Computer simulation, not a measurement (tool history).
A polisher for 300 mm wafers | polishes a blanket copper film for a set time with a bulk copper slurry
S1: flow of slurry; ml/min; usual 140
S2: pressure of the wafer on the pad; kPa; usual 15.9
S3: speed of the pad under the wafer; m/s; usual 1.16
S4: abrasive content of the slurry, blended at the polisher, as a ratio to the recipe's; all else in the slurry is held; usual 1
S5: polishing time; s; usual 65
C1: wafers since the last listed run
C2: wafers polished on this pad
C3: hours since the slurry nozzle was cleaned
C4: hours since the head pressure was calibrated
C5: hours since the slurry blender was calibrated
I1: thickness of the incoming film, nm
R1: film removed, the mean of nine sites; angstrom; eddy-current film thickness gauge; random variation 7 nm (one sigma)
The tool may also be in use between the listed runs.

Run 1, day 0: usual settings but S2 11.7 kPa; C1 0; C2 14; C3 642; C4 1058.7; C5 176.6; I1 3328.6. Result: R1 4792 angstrom.
Run 2, day 0.517: usual settings but S2 11.7 kPa; C1 142; C2 157; C3 654.4; C4 1071.1; C5 189; I1 3392.4. Result: R1 4752 angstrom.
Run 3, day 0.829: usual settings; C1 86; C2 243; C3 661.9; C4 1078.6; C5 196.5; I1 3437.9. Result: R1 5917 angstrom.
Run 4, day 1.479: usual settings; C1 179; C2 422; C3 677.5; C4 1094.2; C5 212.1; I1 3384.8. Result: R1 5864 angstrom.
Run 5, day 2.188: usual settings but S4 0.85; C1 195; C2 617; C3 694.5; C4 1111.2; C5 229.1; I1 3436.1. Result: R1 5517 angstrom.
Run 6, day 2.612: usual settings but S2 18.6 kPa; C1 117; C2 734; C3 704.7; C4 1121.4; C5 239.3; I1 3467.4. Result: R1 6391 angstrom.
At day 2.967: head pressure recalibrated.
Run 7, day 2.988: usual settings; C1 80; C2 814; C3 713.7; C4 0.5; C5 248.3; I1 3380.6. Result: R1 5697 angstrom.
Run 8, day 3.329: usual settings but S4 0.75; C1 94; C2 908; C3 721.9; C4 8.7; C5 256.5; I1 3398.2. Result: R1 5054 angstrom.
Run 9, day 3.879: usual settings; C1 151; C2 1060; C3 735.1; C4 21.9; C5 269.7; I1 3411.2. Result: R1 5825 angstrom.
At day 4.538: worn pad replaced by a new one.
Run 10, day 4.558: usual settings; C1 141; C2 5; C3 751.4; C4 38.2; C5 286; I1 3452.2. Result: R1 5536 angstrom.
Run 11, day 4.871: usual settings but S1 115 ml/min, S3 0.76 m/s; C1 86; C2 91; C3 758.9; C4 45.7; C5 293.5; I1 3444.3. Result: R1 4156 angstrom.
Run 12, day 5.158: usual settings; C1 79; C2 170; C3 765.8; C4 52.6; C5 300.4; I1 3408.3. Result: R1 5496 angstrom.
Run 13, day 5.579: usual settings but S2 17.9 kPa, S3 0.8 m/s, S4 1.15, S5 85 s; C1 115; C2 286; C3 775.9; C4 62.7; C5 310.5; I1 3355.3. Result: R1 6610 angstrom.
Run 14, day 5.942: usual settings but S2 12.4 kPa, S5 73 s; C1 99; C2 386; C3 784.6; C4 71.4; C5 319.2; I1 3399.6. Result: R1 5400 angstrom.
Run 15, day 6.304: usual settings but S1 175 ml/min; C1 99; C2 486; C3 793.3; C4 80.1; C5 327.9; I1 3359.9. Result: R1 5771 angstrom.
Run 16, day 6.762: usual settings; C1 126; C2 612; C3 804.3; C4 91.1; C5 338.9; I1 3409.1. Result: R1 5474 angstrom.
Run 17, day 7.146: usual settings but S1 120 ml/min; C1 105; C2 718; C3 813.5; C4 100.3; C5 348.1; I1 3386.6. Result: R1 5274 angstrom.
At day 7.288: slurry nozzle cleaned.
Run 18, day 7.667: usual settings but S1 95 ml/min, S5 42 s; C1 132; C2 850; C3 9.1; C4 112.8; C5 360.6; I1 3440.4. Result: R1 3175 angstrom.
Run 19, day 8.221: usual settings but S1 125 ml/min; C1 152; C2 1003; C3 22.4; C4 126.1; C5 373.9; I1 3402.4. Result: R1 5380 angstrom.
At day 8.479: slurry blender recalibrated.
Run 20, day 8.5: usual settings but S2 12.4 kPa, S5 81 s; C1 53; C2 1057; C3 29.1; C4 132.8; C5 0.5; I1 3422.4. Result: R1 6412 angstrom.
At day 9.038: worn pad replaced by a new one.
Run 21, day 9.217: usual settings but S2 11 kPa, S3 1.3 m/s, S4 0.9, S5 54 s; C1 151; C2 49; C3 46.3; C4 150; C5 17.7; I1 3371.7. Result: R1 4058 angstrom.
Run 22, day 9.775: usual settings; C1 153; C2 203; C3 59.7; C4 163.4; C5 31.1; I1 3360.1. Result: R1 5885 angstrom.
Run 23, day 10.192: usual settings but S1 170 ml/min, S2 18.6 kPa, S3 1.46 m/s; C1 114; C2 318; C3 69.7; C4 173.4; C5 41.1; I1 3408. Result: R1 7914 angstrom.
Run 24, day 10.692: usual settings; C1 137; C2 455; C3 81.7; C4 185.4; C5 53.1; I1 3404.3. Result: R1 5846 angstrom.
Run 25, day 11.033: usual settings but S1 110 ml/min; C1 94; C2 549; C3 89.9; C4 193.6; C5 61.3; I1 3461.4. Result: R1 5550 angstrom.
Run 26, day 11.492: usual settings but S5 59 s; C1 126; C2 676; C3 100.9; C4 204.6; C5 72.3; I1 3395.8. Result: R1 5295 angstrom.
Run 27, day 11.988: usual settings but S1 185 ml/min; C1 136; C2 812; C3 112.8; C4 216.5; C5 84.2; I1 3348.2. Result: R1 6121 angstrom.
Run 28, day 12.354: usual settings but S2 12.4 kPa; C1 101; C2 913; C3 121.6; C4 225.3; C5 93; I1 3416.5. Result: R1 5015 angstrom.
Run 29, day 12.804: usual settings; C1 123; C2 1037; C3 132.4; C4 236.1; C5 103.8; I1 3404.5. Result: R1 5847 angstrom.
At day 13.542: worn pad replaced by a new one.
Run 30, day 13.562: usual settings; C1 163; C2 5; C3 150.6; C4 254.3; C5 122; I1 3435.3. Result: R1 5858 angstrom.
Run 31, day 13.904: usual settings but S5 74 s; C1 94; C2 99; C3 158.8; C4 262.5; C5 130.2; I1 3378.4. Result: R1 6602 angstrom.

3 ways to go on from here, each from the tool as it stands after run 31. What would each give?
Run A, day 13.921: usual settings; C1 4; C2 104; C3 159.2; C4 262.9; C5 130.6; I1 3389.1. Result: R1 ?.
Run B, day 13.921: usual settings but S2 13.8 kPa, S3 0.92 m/s, S4 1.2; C1 4; C2 104; C3 159.2; C4 262.9; C5 130.6; I1 3389.1. Result: R1 ?.
Run C, day 13.921: usual settings but S1 120 ml/min, S4 0.75; C1 4; C2 104; C3 159.2; C4 262.9; C5 130.6; I1 3389.1. Result: R1 ?.

run    R1
  A  5940
  B  5007
  C  5128
Without the tool's hidden state the same runs would have given:
run    R1
  A  6070
  B  5121
  C  5233
